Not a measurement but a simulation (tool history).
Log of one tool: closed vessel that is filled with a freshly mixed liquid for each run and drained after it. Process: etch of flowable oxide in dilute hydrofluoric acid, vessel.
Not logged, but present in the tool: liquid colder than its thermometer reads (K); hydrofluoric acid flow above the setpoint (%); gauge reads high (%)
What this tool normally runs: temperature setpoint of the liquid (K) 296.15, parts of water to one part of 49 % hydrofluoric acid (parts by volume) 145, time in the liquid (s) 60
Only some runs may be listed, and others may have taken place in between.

run	hour	temperature setpoint of the liquid (K)	parts of water to one part of 49 % hydrofluoric acid (parts by volume)	time in the liquid (s)	wafers since the last listed run	hours since the thermometer was replaced	hours since the hydrofluoric acid flow meter was replaced	hours since the gauge calibration	read-back film thickness of the flowable oxide reference wafer, read on the same gauge (nm)	thickness taken off the flowable oxide on a monitor wafer (Å)
1	0	296.15	145	60	0	1965.2	1377.6	608.2	119.99	230.9
2	24.2	296.15	145	60	2335	1989.4	1401.8	632.4	119.98	227.5
3	42.2	296.15	145	60	1737	2007.4	1419.8	650.4	119.96	229.5
4	78.1	296.15	145	60	3465	2043.3	1455.7	686.3	119.98	228.6
5	112.3	296.15	145	60	3300	2077.5	1489.9	720.5	120.05	232.2
6	130.7	296.15	145	60	1775	2095.9	1508.3	738.9	120.02	227.4
7	157.3	296.15	90	60	2567	2122.5	1534.9	765.5	119.98	389.1
8	187.8	296.15	145	60	2943	2153	1565.4	796	120.05	226.8
9	209.9	296.15	145	60	2133	2175.1	1587.5	818.1	119.99	228.9
10	247.2	296.15	145	60	3600	2212.4	1624.8	855.4	119.97	228.4
11	265.8	296.15	145	60	1795	2231	1643.4	874	119.97	228.2
12	297.6	296.15	145	60	3069	2262.8	1675.2	905.8	120	226.2
13	315.9	296.15	145	60	1766	2281.1	1693.5	924.1	120.01	225.2
# hour 377.4: gauge calibrated
14	381	296.15	145	60	6283	2346.2	1758.6	3.6	120.01	228.9
# hour 387.9: thermometer replaced
15	394.5	296.15	145	60	1206	6.6	1772.1	17.1	119.99	250.4
16	424.2	296.15	120	60	2866	36.3	1801.8	46.8	119.98	311.8
17	445.1	296.15	145	30	2017	57.2	1822.7	67.7	120	126.1
18	460.7	294.15	145	60	1505	72.8	1838.3	83.3	120.02	231.6
19	493.1	298.15	125	85	3127	105.2	1870.7	115.7	119.99	461.4
# hour 508.3: hydrofluoric acid flow meter replaced
20	524.2	294.65	175	45	2905	136.3	15.9	146.8	120.01	131.7
21	536.5	299.65	145	40	1187	148.6	28.2	159.1	120.01	174.9
22	566.2	296.15	145	90	2866	178.3	57.9	188.8	120.02	348.2
23	603.4	296.15	145	60	3590	215.5	95.1	226	120.03	233.3
24	629.1	296.15	145	60	2480	241.2	120.8	251.7	119.99	232.8
25	643.3	294.65	175	45	1370	255.4	135	265.9	120.02	132.4
26	661.5	293.15	200	60	1756	273.6	153.2	284.1	120.01	143.6
27	680.2	299.65	105	90	1804	292.3	171.9	302.8	120.04	578.6
28	696.3	292.15	145	60	1553	308.4	188	318.9	120	198.4
29	712.2	299.15	200	50	1534	324.3	203.9	334.8	119.97	148.6
30	747.6	293.65	75	75	3416	359.7	239.3	370.2	120.03	551.2
31	771	291.65	145	60	2258	383.1	262.7	393.6	119.99	194.3
32	794.1	299.65	195	60	2229	406.2	285.8	416.7	119.99	186.4
33	807.8	296.15	110	40	1322	419.9	299.5	430.4	119.97	212.1
34	843.5	292.15	185	90	3445	455.6	335.2	466.1	119.98	225.3

Consider 3 possible next runs. They are alternatives, not a sequence: every one starts from the tool as it was left by run 34. What does each give?
A	844.2	296.15	145	60	67	456.3	335.9	466.8	?	?
B	844.2	296.15	210	80	67	456.3	335.9	466.8	?	?
C	844.2	296.15	110	60	67	456.3	335.9	466.8	?	?

run	read-back film thickness of the flowable oxide reference wafer, read on the same gauge (nm)	thickness taken off the flowable oxide on a monitor wafer (Å)
A	119.99	234.6
B	119.99	201.7
C	119.99	321.5
The same runs, with their run-to-run variation unchanged, on a tool lacking any hidden condition would have given:
run	thickness taken off the flowable oxide on a monitor wafer (Å)
A	232.8
B	199.8
C	319.5

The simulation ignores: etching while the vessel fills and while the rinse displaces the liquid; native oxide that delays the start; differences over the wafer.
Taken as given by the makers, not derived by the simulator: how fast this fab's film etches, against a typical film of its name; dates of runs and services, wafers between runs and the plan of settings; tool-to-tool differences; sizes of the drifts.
